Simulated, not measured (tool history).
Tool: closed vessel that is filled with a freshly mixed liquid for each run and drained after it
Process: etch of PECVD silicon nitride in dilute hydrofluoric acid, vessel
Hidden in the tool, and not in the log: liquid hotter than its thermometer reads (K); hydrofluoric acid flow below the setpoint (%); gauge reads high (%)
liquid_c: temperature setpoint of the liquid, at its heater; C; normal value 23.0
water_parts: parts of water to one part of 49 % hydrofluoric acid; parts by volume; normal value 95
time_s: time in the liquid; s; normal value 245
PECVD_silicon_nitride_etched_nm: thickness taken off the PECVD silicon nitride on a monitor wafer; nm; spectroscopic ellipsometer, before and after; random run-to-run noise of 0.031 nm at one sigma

run    hour  liquid_c  water_parts  time_s  wafers since the last listed run  hours since the thermometer was replaced  hours since the hydrofluoric acid flow meter was replaced  hours since the gauge calibration  read-back film thickness of the PECVD silicon nitride reference wafer, read on the same gauge (nm)  PECVD_silicon_nitride_etched_nm
  1     0.0      23.0           95     340                                 0                                     742.8                                                      213.6                              180.4                                                                                              79.987                            6.204
  2    53.5      23.0           95     340                              6395                                     796.3                                                      267.1                              233.9                                                                                              79.996                            6.169
  3   122.6      23.0           95     340                              8260                                     865.4                                                      336.2                              303.0                                                                                              79.974                            6.168
      139.6  -- hydrofluoric acid flow meter replaced
  4   146.7      23.0          135     245                              2761                                     889.5                                                        7.1                              327.1                                                                                              79.999                            3.143
      210.8  -- thermometer replaced
  5   217.9      23.0          135     245                              8391                                       7.1                                                       78.3                              398.3                                                                                              79.986                            3.131
  6   272.7      23.0           95     245                              6550                                      61.9                                                      133.1                              453.1                                                                                              80.033                            4.470
  7   315.3      23.0           95     245                              5092                                     104.5                                                      175.7                              495.7                                                                                              79.998                            4.449
  8   366.2      23.0           95     245                              6084                                     155.4                                                      226.6                              546.6                                                                                              79.972                            4.488
  9   399.6      23.0           95     245                              3992                                     188.8                                                      260.0                              580.0                                                                                              80.008                            4.427
 10   456.5      22.0           95     245                              6801                                     245.7                                                      316.9                              636.9                                                                                              80.021                            4.180
 11   522.8      23.0           95     245                              7925                                     312.0                                                      383.2                              703.2                                                                                              80.046                            4.482
      525.1  -- hydrofluoric acid flow meter replaced
 12   591.7      23.0           95     245                              8116                                     380.9                                                       66.6                              772.1                                                                                              80.002                            4.455
 13   615.9      21.0           95     345                              2892                                     405.1                                                       90.8                              796.3                                                                                              80.036                            5.502
 14   670.0      23.0           95     245                              6467                                     459.2                                                      144.9                              850.4                                                                                              79.996                            4.401
 15   734.4      23.0           45     330                              7698                                     523.6                                                      209.3                              914.8                                                                                              79.932                           12.458
 16   760.5      23.0           95     245                              3120                                     549.7                                                      235.4                              940.9                                                                                              79.963                            4.437
 17   826.2      20.0           60     245                              7853                                     615.4                                                      301.1                             1006.6                                                                                              79.998                            5.705
 18   879.9      25.5          145     245                              6419                                     669.1                                                      354.8                             1060.3                                                                                              80.017                            3.450
      891.7  -- gauge calibrated
 19   932.1      23.0           95     245                              6240                                     721.3                                                      407.0                               40.4                                                                                              79.966                            4.454
      942.0  -- hydrofluoric acid flow meter replaced
 20   991.2      20.0           60     245                              6945                                     780.4                                                       49.2                               99.5                                                                                              80.024                            5.606
     1106.0  -- thermometer replaced
 21  1183.3      19.0          125     150                             22844                                      77.3                                                      241.3                              291.6                                                                                              79.985                            1.596
 22  1228.9      26.0           95     245                              5451                                     122.9                                                      286.9                              337.2                                                                                              79.969                            5.376
 23  1300.8      25.5           95     245                              8594                                     194.8                                                      358.8                              409.1                                                                                              79.994                            5.202
     1314.2  -- hydrofluoric acid flow meter replaced
 24  1372.0      26.0           50     245                              8391                                     266.0                                                       57.8                              480.3                                                                                              80.031                           10.237
 25  1403.5      23.0           95     245                              3765                                     297.5                                                       89.3                              511.8                                                                                              80.023                            4.442

Across each entry between runs, compare the hidden state at the last listed run before it with the hidden state at the first listed run after it:
After run 3, before run 4: hydrofluoric acid flow meter replaced (hour 139.6)
  no hidden state differs between the two runs
After run 4, before run 5: thermometer replaced (hour 210.8)
  no hidden state differs between the two runs
After run 11, before run 12: hydrofluoric acid flow meter replaced (hour 525.1)
  no hidden state differs between the two runs
After run 18, before run 19: gauge calibrated (hour 891.7)
  no hidden state differs between the two runs
After run 19, before run 20: hydrofluoric acid flow meter replaced (hour 942.0)
  no hidden state differs between the two runs
After run 20, before run 21: thermometer replaced (hour 1106.0)
  no hidden state differs between the two runs
After run 23, before run 24: hydrofluoric acid flow meter replaced (hour 1314.2)
  no hidden state differs between the two runs
